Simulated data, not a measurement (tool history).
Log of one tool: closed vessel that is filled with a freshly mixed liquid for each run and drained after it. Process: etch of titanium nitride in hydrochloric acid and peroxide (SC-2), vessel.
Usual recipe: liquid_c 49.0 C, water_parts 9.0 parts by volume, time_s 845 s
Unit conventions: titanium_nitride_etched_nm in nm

run	hour	liquid_c	water_parts	time_s	wafers since the last listed run	hours since the thermometer was replaced	hours since the chemicals flow meter was replaced	hours since the drum of peroxide was connected	hours since the gauge calibration	read-back film thickness of the titanium nitride reference wafer, read on the same gauge (nm)	titanium_nitride_etched_nm
1	0.0	49.0	9.0	845	0	480.1	802.8	134.7	435.2	120.00	27.80
2	97.0	49.0	9.0	845	3808	577.1	899.8	231.7	532.2	119.97	27.33
# hour 202.0: new drum of peroxide connected
# hour 223.9: chemicals flow meter replaced
3	336.5	49.0	10.0	845	9324	816.6	112.6	134.5	771.7	119.95	25.03
4	414.3	49.0	10.0	845	3054	894.4	190.4	212.3	849.5	120.05	25.56
5	509.0	49.0	10.0	845	3717	989.1	285.1	307.0	944.2	120.01	24.93
# hour 517.4: new drum of peroxide connected
# hour 565.3: thermometer replaced
6	572.1	49.0	11.5	845	2398	6.8	348.2	54.7	1007.3	119.99	22.06
7	623.3	49.0	11.5	845	2010	58.0	399.4	105.9	1058.5	119.97	22.00
8	670.8	49.0	9.0	845	1864	105.5	446.9	153.4	1106.0	119.99	27.03
9	747.3	49.0	9.0	845	3003	182.0	523.4	229.9	1182.5	120.02	27.19
# hour 832.7: new drum of peroxide connected
10	833.2	49.0	9.0	845	3333	267.9	609.3	0.5	1268.4	120.00	27.38
11	905.2	49.0	12.0	715	2826	339.9	681.3	72.5	1340.4	120.00	18.19
12	972.4	39.5	9.0	845	2638	407.1	748.5	139.7	1407.6	120.01	14.02
13	1062.9	49.0	4.5	845	3553	497.6	839.0	230.2	1498.1	120.02	46.09
# hour 1128.3: gauge calibrated
14	1166.3	49.0	10.5	1105	4059	601.0	942.4	333.6	38.0	120.00	31.36
# hour 1183.3: new drum of peroxide connected
# hour 1214.4: chemicals flow meter replaced
15	1340.1	40.0	9.0	440	6744	774.8	125.7	156.8	211.8	119.96	7.58
16	1409.9	56.5	9.0	530	2740	844.6	195.5	226.6	281.6	120.01	28.20
17	1475.9	49.0	9.0	845	2591	910.6	261.5	292.6	347.6	120.02	27.38
# hour 1487.0: new drum of peroxide connected
18	1516.9	44.5	9.0	380	1570	951.6	302.5	29.9	388.6	119.96	9.14
19	1613.9	49.0	9.0	845	3808	1048.6	399.5	126.9	485.6	119.99	26.84

How the hidden state differs across the entries between the runs, from the last listed run before each to the first after it:
Between runs 2 and 3: new drum of peroxide connected (hour 202.0); chemicals flow meter replaced (hour 223.9)
  no difference in the tool's unlogged condition between these two runs
Between runs 5 and 6: new drum of peroxide connected (hour 517.4); thermometer replaced (hour 565.3)
  no difference in the tool's unlogged condition between these two runs
Between runs 9 and 10: new drum of peroxide connected (hour 832.7)
  no difference in the tool's unlogged condition between these two runs
Between runs 13 and 14: gauge calibrated (hour 1128.3)
  no difference in the tool's unlogged condition between these two runs
Between runs 14 and 15: new drum of peroxide connected (hour 1183.3); chemicals flow meter replaced (hour 1214.4)
  no difference in the tool's unlogged condition between these two runs
Between runs 17 and 18: new drum of peroxide connected (hour 1487.0)
  no difference in the tool's unlogged condition between these two runs

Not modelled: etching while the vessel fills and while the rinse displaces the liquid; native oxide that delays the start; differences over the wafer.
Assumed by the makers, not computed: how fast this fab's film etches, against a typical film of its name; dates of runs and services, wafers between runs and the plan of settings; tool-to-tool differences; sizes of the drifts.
